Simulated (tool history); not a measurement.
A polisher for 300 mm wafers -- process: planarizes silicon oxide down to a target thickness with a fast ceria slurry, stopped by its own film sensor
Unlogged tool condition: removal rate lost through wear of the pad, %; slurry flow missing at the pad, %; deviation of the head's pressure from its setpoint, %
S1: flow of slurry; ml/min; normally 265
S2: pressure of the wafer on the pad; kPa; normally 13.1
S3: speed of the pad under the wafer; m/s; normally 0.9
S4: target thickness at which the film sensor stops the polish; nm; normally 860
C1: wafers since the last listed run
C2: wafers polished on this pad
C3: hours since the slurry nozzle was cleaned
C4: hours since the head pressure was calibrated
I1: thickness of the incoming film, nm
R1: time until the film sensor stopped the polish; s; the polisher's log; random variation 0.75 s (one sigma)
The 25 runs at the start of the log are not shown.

| run | day | S1 | S2 | S3 | S4 | C1 | C2 | C3 | C4 | I1 | R1 |
|---|---|---|---|---|---|---|---|---|---|---|---|
| 26 | 54.283 | 180 | 10.3 | 0.9 | 860 | 325 | 2812 | 605.3 | 153.7 | 1367.4 | 82.7 |
| 27 | 56.358 | 230 | 10.3 | 1.04 | 803 | 555 | 3367 | 655.1 | 203.5 | 1388.5 | 80.2 |
|  | 57.35 | worn pad replaced by a new one |
|  | 57.483 | slurry nozzle cleaned |
| 28 | 58.171 | 335 | 15.9 | 0.62 | 1010 | 429 | 208 | 16.5 | 247 | 1380.2 | 47.4 |
| 29 | 61.008 | 175 | 9.7 | 1.06 | 758 | 759 | 967 | 84.6 | 315.1 | 1355 | 85.5 |
| 30 | 63.296 | 180 | 10.3 | 0.78 | 756 | 612 | 1580 | 139.5 | 370 | 1382.2 | 112.2 |
| 31 | 64.917 | 215 | 13.1 | 1.12 | 860 | 433 | 2014 | 178.4 | 408.9 | 1388 | 52.5 |
| 32 | 66.446 | 235 | 10.3 | 1 | 860 | 409 | 2423 | 215.1 | 445.6 | 1394.1 | 74.2 |
| 33 | 68.358 | 190 | 13.1 | 0.9 | 705 | 512 | 2935 | 261 | 491.5 | 1381.3 | 85.2 |
| 34 | 70.7 | 265 | 8.3 | 0.9 | 692 | 626 | 3562 | 317.2 | 547.7 | 1374 | 128.7 |
|  | 71.496 | worn pad replaced by a new one |
| 35 | 72.45 | 315 | 9 | 0.9 | 806 | 423 | 255 | 359.2 | 589.7 | 1388.1 | 101.9 |

Predict each of these 5 candidate next runs independently; none follows another, all start after run 35:
| A | 72.467 | 265 | 11 | 0.9 | 860 | 4 | 260 | 359.6 | 590.1 | 1384.2 | ? |
| B | 72.467 | 265 | 13.1 | 0.9 | 924 | 4 | 260 | 359.6 | 590.1 | 1384.2 | ? |
| C | 72.467 | 265 | 13.1 | 1.14 | 860 | 4 | 260 | 359.6 | 590.1 | 1384.2 | ? |
| D | 72.467 | 265 | 13.1 | 1.08 | 860 | 4 | 260 | 359.6 | 590.1 | 1384.2 | ? |
| E | 72.467 | 300 | 13.1 | 1.14 | 860 | 4 | 260 | 359.6 | 590.1 | 1384.2 | ? |

| run | R1 |
|---|---|
| A | 73.4 |
| B | 54.3 |
| C | 50.3 |
| D | 52.7 |
| E | 49.5 |
Without the tool's unlogged condition, the same runs would have read:
| run | R1 |
|---|---|
| A | 69.4 |
| B | 51.3 |
| C | 47.5 |
| D | 49.8 |
| E | 47 |

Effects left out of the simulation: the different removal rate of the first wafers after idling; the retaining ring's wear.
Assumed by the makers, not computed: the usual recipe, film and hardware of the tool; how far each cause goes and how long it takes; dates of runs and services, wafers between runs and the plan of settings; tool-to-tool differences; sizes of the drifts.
